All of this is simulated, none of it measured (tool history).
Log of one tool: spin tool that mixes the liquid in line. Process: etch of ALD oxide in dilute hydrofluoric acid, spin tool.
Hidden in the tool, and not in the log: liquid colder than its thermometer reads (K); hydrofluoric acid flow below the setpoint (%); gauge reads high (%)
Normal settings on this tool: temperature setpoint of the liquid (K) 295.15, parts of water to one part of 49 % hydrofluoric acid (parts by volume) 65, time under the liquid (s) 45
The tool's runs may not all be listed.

run   hour  temperature setpoint of the liquid (K)  parts of water to one part of 49 % hydrofluoric acid (parts by volume)  time under the liquid (s)  wafers since the last listed run  hours since the thermometer was replaced  hours since the hydrofluoric acid flow meter was replaced  hours since the gauge calibration  read-back film thickness of the ALD oxide reference wafer, read on the same gauge (nm)  thickness taken off the ALD oxide on a monitor wafer (Å)
  1    0.0                                  295.15                                                                      45                         50                                 0                                    1883.6                                                      511.4                              228.1                                                                                   80.04                                                     188.7
  2   36.4                                  295.15                                                                      45                         50                               573                                    1920.0                                                      547.8                              264.5                                                                                   80.00                                                     188.6
  3   43.1                                  295.15                                                                      45                         50                               105                                    1926.7                                                      554.5                              271.2                                                                                   80.00                                                     187.4
      44.7  -- gauge calibrated
  4   53.3                                  295.15                                                                      55                         45                               160                                    1936.9                                                      564.7                                8.6                                                                                   80.02                                                     137.8
  5   60.2                                  295.15                                                                      65                         45                               108                                    1943.8                                                      571.6                               15.5                                                                                   80.01                                                     114.2
  6   72.9                                  292.15                                                                      75                         45                               200                                    1956.5                                                      584.3                               28.2                                                                                   80.01                                                      86.0
  7   84.7                                  292.15                                                                      75                         45                               185                                    1968.3                                                      596.1                               40.0                                                                                   79.98                                                      86.6
  8   91.6                                  295.15                                                                      65                         45                               108                                    1975.2                                                      603.0                               46.9                                                                                   79.99                                                     114.4
  9  105.9                                  295.15                                                                      65                         45                               225                                    1989.5                                                      617.3                               61.2                                                                                   79.96                                                     114.3
 10  122.0                                  296.65                                                                      65                         45                               253                                    2005.6                                                      633.4                               77.3                                                                                   80.01                                                     121.8
 11  132.8                                  295.15                                                                      65                         45                               170                                    2016.4                                                      644.2                               88.1                                                                                   80.01                                                     114.2
 12  141.6                                  295.15                                                                      65                         45                               138                                    2025.2                                                      653.0                               96.9                                                                                   80.06                                                     113.7
 13  147.9                                  295.15                                                                      65                         45                                99                                    2031.5                                                      659.3                              103.2                                                                                   80.02                                                     114.1
 14  159.7                                  295.15                                                                      65                         45                               185                                    2043.3                                                      671.1                              115.0                                                                                   80.03                                                     113.4
 15  176.1                                  295.15                                                                      65                         45                               258                                    2059.7                                                      687.5                              131.4                                                                                   79.96                                                     113.3
     184.9  -- thermometer replaced
 16  188.6                                  292.15                                                                      65                         45                               181                                       3.7                                                      700.0                              143.9                                                                                   80.01                                                     100.4
     196.0  -- hydrofluoric acid flow meter replaced
 17  198.1                                  297.65                                                                      65                         45                               133                                      13.2                                                        2.1                              153.4                                                                                   80.02                                                     132.8
 18  210.0                                  297.65                                                                      65                         45                               187                                      25.1                                                       14.0                              165.3                                                                                   80.01                                                     133.2
 19  217.2                                  299.15                                                                      90                         50                               113                                      32.3                                                       21.2                              172.5                                                                                   80.00                                                     108.4
 20  232.0                                  295.15                                                                      65                         45                               233                                      47.1                                                       36.0                              187.3                                                                                   80.01                                                     120.3
 21  249.3                                  293.15                                                                      85                         30                               272                                      64.4                                                       53.3                              204.6                                                                                   79.96                                                      54.6
 22  258.7                                  290.65                                                                      65                         65                               148                                      73.8                                                       62.7                              214.0                                                                                   80.05                                                     143.7
 23  267.1                                  295.15                                                                      75                         45                               132                                      82.2                                                       71.1                              222.4                                                                                   80.01                                                     102.7
 24  284.0                                  295.15                                                                      65                         50                               266                                      99.1                                                       88.0                              239.3                                                                                   80.04                                                     131.8
 25  297.0                                  293.65                                                                      75                         45                               204                                     112.1                                                      101.0                              252.3                                                                                   79.99                                                      96.5
     297.2  -- gauge calibrated
 26  308.9                                  296.65                                                                      85                         45                               187                                     124.0                                                      112.9                               11.7                                                                                   79.98                                                      94.5
 27  322.8                                  295.15                                                                      65                         45                               218                                     137.9                                                      126.8                               25.6                                                                                   80.00                                                     119.0
 28  338.0                                  295.15                                                                      50                         65                               239                                     153.1                                                      142.0                               40.8                                                                                   79.98                                                     229.9
 29  345.5                                  295.15                                                                      65                         65                               118                                     160.6                                                      149.5                               48.3                                                                                   80.01                                                     170.7
 30  358.6                                  295.15                                                                      65                         45                               206                                     173.7                                                      162.6                               61.4                                                                                   79.99                                                     117.7
 31  372.9                                  295.15                                                                      65                         45                               225                                     188.0                                                      176.9                               75.7                                                                                   79.96                                                     117.9
 32  380.1                                  295.15                                                                      65                         45                               113                                     195.2                                                      184.1                               82.9                                                                                   80.02                                                     119.4

For run 33, what comes out?
 33  388.1                                  292.65                                                                      40                         45                               126                                     203.2                                                      192.1                               90.9                                                                                       ?                                                         ?

{"run 33": {"read-back film thickness of the ALD oxide reference wafer, read on the same gauge (nm)": 80.01, "thickness taken off the ALD oxide on a monitor wafer (Å)": 180.0}}
Minus the tool's unlogged condition, the same run would have read thickness taken off the ALD oxide on a monitor wafer (Å) 182.7.

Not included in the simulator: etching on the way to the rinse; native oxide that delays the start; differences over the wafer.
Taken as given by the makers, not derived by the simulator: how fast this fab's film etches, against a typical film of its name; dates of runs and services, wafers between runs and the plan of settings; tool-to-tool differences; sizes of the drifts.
